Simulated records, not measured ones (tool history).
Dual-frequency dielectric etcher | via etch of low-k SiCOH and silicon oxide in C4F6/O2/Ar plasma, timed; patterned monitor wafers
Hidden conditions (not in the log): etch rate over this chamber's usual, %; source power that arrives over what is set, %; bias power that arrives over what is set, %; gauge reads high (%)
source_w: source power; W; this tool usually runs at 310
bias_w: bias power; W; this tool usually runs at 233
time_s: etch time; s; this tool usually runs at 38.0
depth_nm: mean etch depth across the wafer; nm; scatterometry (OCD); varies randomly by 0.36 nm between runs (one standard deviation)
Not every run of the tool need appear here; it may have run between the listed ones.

run	hour	source_w	bias_w	time_s	wafers since the last listed run	hours since the last wet clean	hours since the last source power generator calibration	hours since the last bias power generator calibration	hours since the last upper electrode change	hours since the gauge calibration	read-back reference wafer on the same gauge, depth_nm	depth_nm
1	0.0	310	233	38.0	0	259.9	3436.0	2083.5	2557.1	54.0	94.9	90.6
2	17.9	310	233	38.0	228	277.8	3453.9	2101.4	2575.0	71.9	95.0	90.3
3	29.7	290	233	38.0	150	289.6	3465.7	2113.2	2586.8	83.7	94.9	89.3
4	36.6	310	233	35.0	88	296.5	3472.6	2120.1	2593.7	90.6	94.8	83.3
5	52.0	310	233	38.0	196	311.9	3488.0	2135.5	2609.1	106.0	94.9	90.0
6	68.2	310	221	38.0	206	328.1	3504.2	2151.7	2625.3	122.2	94.8	88.0
7	79.9	310	221	38.0	149	339.8	3515.9	2163.4	2637.0	133.9	94.9	87.4
8	97.4	310	233	38.0	223	357.3	3533.4	2180.9	2654.5	151.4	94.8	90.0
# hour 105.5: source power generator calibrated
9	112.9	310	233	38.0	146	372.8	7.4	2196.4	2670.0	166.9	94.9	89.7
# hour 150.5: upper electrode replaced, of another model than before
10	151.0	310	233	38.0	180	410.9	45.5	2234.5	0.5	205.0	94.9	89.4
11	151.3	310	233	38.0	3	411.2	45.8	2234.8	0.8	205.3	94.9	90.1
12	151.6	310	233	38.0	3	411.5	46.1	2235.1	1.1	205.6	94.8	89.6
# hour 159.0: bias power generator calibrated
13	165.0	250	233	38.0	120	424.9	59.5	6.0	14.5	219.0	94.9	86.2
14	173.8	310	233	38.0	112	433.7	68.3	14.8	23.3	227.8	94.9	89.3
15	191.7	370	263	48.0	228	451.6	86.2	32.7	41.2	245.7	94.9	120.6
16	202.9	310	278	47.5	143	462.8	97.4	43.9	52.4	256.9	94.9	117.8
17	219.2	250	233	34.0	208	479.1	113.7	60.2	68.7	273.2	94.9	76.8
18	228.1	270	203	38.0	113	488.0	122.6	69.1	77.6	282.1	95.0	83.0
19	238.6	380	248	29.0	134	498.5	133.1	79.6	88.1	292.6	94.9	71.6
# hour 272.5: wet clean of the chamber
20	273.0	310	233	28.5	132	0.5	167.5	114.0	122.5	327.0	94.7	70.1
21	273.3	310	233	38.0	3	0.8	167.8	114.3	122.8	327.3	94.9	94.1
22	279.1	310	233	38.0	74	6.6	173.6	120.1	128.6	333.1	95.0	93.5
# hour 288.8: gauge calibrated
23	293.1	260	233	41.5	178	20.6	187.6	134.1	142.6	4.3	94.9	99.5
24	301.1	310	277	38.0	102	28.6	195.6	142.1	150.6	12.3	94.8	98.0
25	318.6	310	279	38.0	223	46.1	213.1	159.6	168.1	29.8	94.9	97.7
26	350.0	310	233	38.0	400	77.5	244.5	191.0	199.5	61.2	95.0	92.3
27	365.0	340	193	46.5	191	92.5	259.5	206.0	214.5	76.2	94.9	109.6
28	382.3	310	233	35.0	220	109.8	276.8	223.3	231.8	93.5	94.8	85.0
29	397.3	310	233	38.0	191	124.8	291.8	238.3	246.8	108.5	94.9	91.9
30	413.1	310	233	38.0	201	140.6	307.6	254.1	262.6	124.3	94.9	92.5

Some steps in depth_nm, run to run, broken into two amounts with sign: the step expected even without the hidden condition (settings, incoming material, random variation), and the rest, left for the hidden condition together with whatever gauge scatter is not in both the measured and the hidden-condition-free result:
Run 14 -> 15: source_w 310 -> 370, bias_w 233 -> 263, time_s 38.0 -> 48.0. depth_nm +31.3 nm: hidden state -1.5, all else +32.8.
Run 16 -> 17: source_w 310 -> 250, bias_w 278 -> 233, time_s 47.5 -> 34.0. depth_nm -41.0 nm: hidden state +1.6, all else -42.6.
Run 19 -> 20: source_w 380 -> 310, bias_w 248 -> 233, time_s 29.0 -> 28.5, wet clean of the chamber. depth_nm -1.5 nm: hidden state +3.7, all else -5.2.
Run 27 -> 28: source_w 340 -> 310, bias_w 193 -> 233, time_s 46.5 -> 35.0. depth_nm -24.6 nm: hidden state -0.1, all else -24.5.

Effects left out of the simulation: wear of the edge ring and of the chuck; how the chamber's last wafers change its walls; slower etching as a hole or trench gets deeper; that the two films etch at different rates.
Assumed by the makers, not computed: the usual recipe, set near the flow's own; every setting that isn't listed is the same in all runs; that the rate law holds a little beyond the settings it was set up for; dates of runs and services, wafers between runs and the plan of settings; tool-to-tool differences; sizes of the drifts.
